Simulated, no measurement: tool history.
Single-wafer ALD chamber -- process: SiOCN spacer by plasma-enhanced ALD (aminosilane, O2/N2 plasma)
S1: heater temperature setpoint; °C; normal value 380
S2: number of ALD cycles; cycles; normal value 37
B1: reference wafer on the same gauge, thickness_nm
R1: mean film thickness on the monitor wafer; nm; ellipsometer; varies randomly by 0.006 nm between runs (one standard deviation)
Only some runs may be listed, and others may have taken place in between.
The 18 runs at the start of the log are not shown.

run 19 hour=931.8 | S1=387 S2=37 | B1=2.031 | R1=2.406
run 20 hour=981.3 | S1=380 S2=37 | B1=2.031 | R1=2.424
run 21 hour=1011.2 | S1=380 S2=37 | B1=2.03 | R1=2.422
-- hour=1042.4 gauge calibrated
run 22 hour=1063.1 | S1=369 S2=37 | B1=2.03 | R1=2.418
run 23 hour=1108.1 | S1=384 S2=42 | B1=2.031 | R1=2.74
run 24 hour=1176.1 | S1=380 S2=43 | B1=2.031 | R1=2.821
run 25 hour=1213 | S1=394 S2=31 | B1=2.028 | R1=2.031
run 26 hour=1242.8 | S1=380 S2=37 | B1=2.031 | R1=2.42
run 27 hour=1307.5 | S1=380 S2=44 | B1=2.03 | R1=2.882
-- hour=1328 thermocouple changed; heater temperature recalibrated
run 28 hour=1356 | S1=380 S2=37 | B1=2.029 | R1=2.414
run 29 hour=1405.9 | S1=389 S2=39 | B1=2.03 | R1=2.542
run 30 hour=1461 | S1=380 S2=37 | B1=2.029 | R1=2.418
run 31 hour=1524 | S1=380 S2=34 | B1=2.031 | R1=2.223
run 32 hour=1568.9 | S1=372 S2=37 | B1=2.03 | R1=2.414
run 33 hour=1621.5 | S1=376 S2=40 | B1=2.031 | R1=2.619
run 34 hour=1648.4 | S1=366 S2=35 | B1=2.028 | R1=2.285
run 35 hour=1696.6 | S1=389 S2=33 | B1=2.031 | R1=2.155
run 36 hour=1754.2 | S1=380 S2=37 | B1=2.029 | R1=2.418
run 37 hour=1821.2 | S1=372 S2=44 | B1=2.03 | R1=2.878
run 38 hour=1874.1 | S1=387 S2=37 | B1=2.031 | R1=2.419
run 39 hour=1917.5 | S1=389 S2=30 | B1=2.032 | R1=1.963
run 40 hour=1949.2 | S1=380 S2=37 | B1=2.03 | R1=2.409
run 41 hour=2001.8 | S1=369 S2=33 | B1=2.032 | R1=2.158
run 42 hour=2062.6 | S1=392 S2=43 | B1=2.03 | R1=2.809
run 43 hour=2127.5 | S1=380 S2=37 | B1=2.031 | R1=2.418

Each row is a separate what-if for the run after 43, all from the same tool condition, not one after another. Results?
run A hour=2128 | S1=366 S2=37 | B1=? | R1=?
run B hour=2128 | S1=374 S2=42 | B1=? | R1=?
run C hour=2128 | S1=370 S2=37 | B1=? | R1=?
run D hour=2128 | S1=370 S2=33 | B1=? | R1=?

run=A B1=2.029 R1=2.422
run=B B1=2.029 R1=2.75
run=C B1=2.029 R1=2.422
run=D B1=2.029 R1=2.161
Had the tool no hidden state, the same runs would have come out as:
run=A R1=2.422
run=B R1=2.75
run=C R1=2.422
run=D R1=2.161
